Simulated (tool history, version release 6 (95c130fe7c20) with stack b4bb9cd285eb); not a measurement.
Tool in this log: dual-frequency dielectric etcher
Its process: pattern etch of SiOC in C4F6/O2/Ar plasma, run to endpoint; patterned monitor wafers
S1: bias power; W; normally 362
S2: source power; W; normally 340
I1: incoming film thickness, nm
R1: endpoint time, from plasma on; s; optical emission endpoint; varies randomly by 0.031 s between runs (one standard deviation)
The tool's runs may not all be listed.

run 1 day=0 | S1=432 S2=290 | I1=25.55 | R1=10.9
run 2 day=0.542 | S1=362 S2=340 | I1=25.5 | R1=10.7
run 3 day=1.288 | S1=362 S2=340 | I1=25.48 | R1=10.7
run 4 day=2.392 | S1=362 S2=340 | I1=25.21 | R1=10.7
run 5 day=3.371 | S1=362 S2=340 | I1=25.33 | R1=10.7
run 6 day=4.846 | S1=362 S2=340 | I1=25.59 | R1=10.9
-- day=7.188 upper electrode replaced
run 7 day=7.208 | S1=362 S2=400 | I1=25.52 | R1=10.1
run 8 day=7.775 | S1=405 S2=340 | I1=25.25 | R1=10.4
run 9 day=8.542 | S1=405 S2=340 | I1=25.21 | R1=10.4
run 10 day=9.079 | S1=405 S2=340 | I1=25.3 | R1=10.5
run 11 day=9.638 | S1=362 S2=340 | I1=25.28 | R1=10.9
run 12 day=10.412 | S1=305 S2=340 | I1=25.58 | R1=11.7
-- day=12.242 source power generator calibrated
-- day=14.883 wet clean of the chamber
run 13 day=14.904 | S1=275 S2=370 | I1=25.3 | R1=11.1
run 14 day=15.192 | S1=362 S2=340 | I1=25.32 | R1=10.6
run 15 day=17.925 | S1=362 S2=340 | I1=25.22 | R1=10.7
run 16 day=18.429 | S1=277 S2=370 | I1=25.46 | R1=11.3
run 17 day=19.758 | S1=362 S2=410 | I1=25.2 | R1=9.8
run 18 day=20.692 | S1=362 S2=340 | I1=25.63 | R1=10.9
run 19 day=22.008 | S1=393 S2=320 | I1=25.66 | R1=10.9
run 20 day=22.638 | S1=314 S2=270 | I1=25.53 | R1=13
run 21 day=24.012 | S1=412 S2=280 | I1=25.37 | R1=11.4
run 22 day=24.817 | S1=362 S2=340 | I1=25.38 | R1=10.9
run 23 day=26.258 | S1=430 S2=400 | I1=25.25 | R1=9.5
-- day=27.3 bias power generator calibrated
run 24 day=27.508 | S1=362 S2=340 | I1=25.34 | R1=10.8
run 25 day=28.425 | S1=419 S2=290 | I1=25.64 | R1=11.3
-- day=29.704 wet clean of the chamber
run 26 day=29.725 | S1=362 S2=340 | I1=25.21 | R1=10.6
run 27 day=30.208 | S1=343 S2=340 | I1=25.28 | R1=10.7
run 28 day=31.688 | S1=283 S2=300 | I1=25.23 | R1=12.2
run 29 day=32.779 | S1=275 S2=370 | I1=25.63 | R1=11.3
run 30 day=34.017 | S1=296 S2=290 | I1=25.31 | R1=12.4
run 31 day=35.446 | S1=394 S2=420 | I1=25.28 | R1=9.4
run 32 day=36.671 | S1=362 S2=340 | I1=25.62 | R1=10.9
run 33 day=37.333 | S1=362 S2=390 | I1=25.4 | R1=10.2
run 34 day=38.492 | S1=410 S2=340 | I1=25.54 | R1=10.4

Below, some changes in R1 between adjacent runs. For each, the amount present without the hidden state too (settings, incoming material, random variation) and the amount remaining for the hidden state with gauge scatter not shared by both compared results:
What the log doesn't record here: etch rate over this chamber's usual, %; bias power that arrives over what is set, %; source power that arrives over what is set, %.
Run 12 -> 13: S1 305 -> 275, S2 340 -> 370, source power generator calibrated, wet clean of the chamber. R1 -0.6 s: hidden state -0.4, all else -0.2.
Run 14 -> 15: no setting changed, nothing entered. R1 +0.1 s: hidden state +0.2, all else -0.1.
Run 19 -> 20: S1 393 -> 314, S2 320 -> 270. R1 +2.1 s: hidden state +0.2, all else +1.9.
Run 20 -> 21: S1 314 -> 412, S2 270 -> 280. R1 -1.6 s: hidden state -0.1, all else -1.5.
Run 25 -> 26: S1 419 -> 362, S2 290 -> 340, wet clean of the chamber. R1 -0.7 s: hidden state -0.3, all else -0.4.
Run 30 -> 31: S1 296 -> 394, S2 290 -> 420. R1 -3 s: hidden state +0, all else -3.
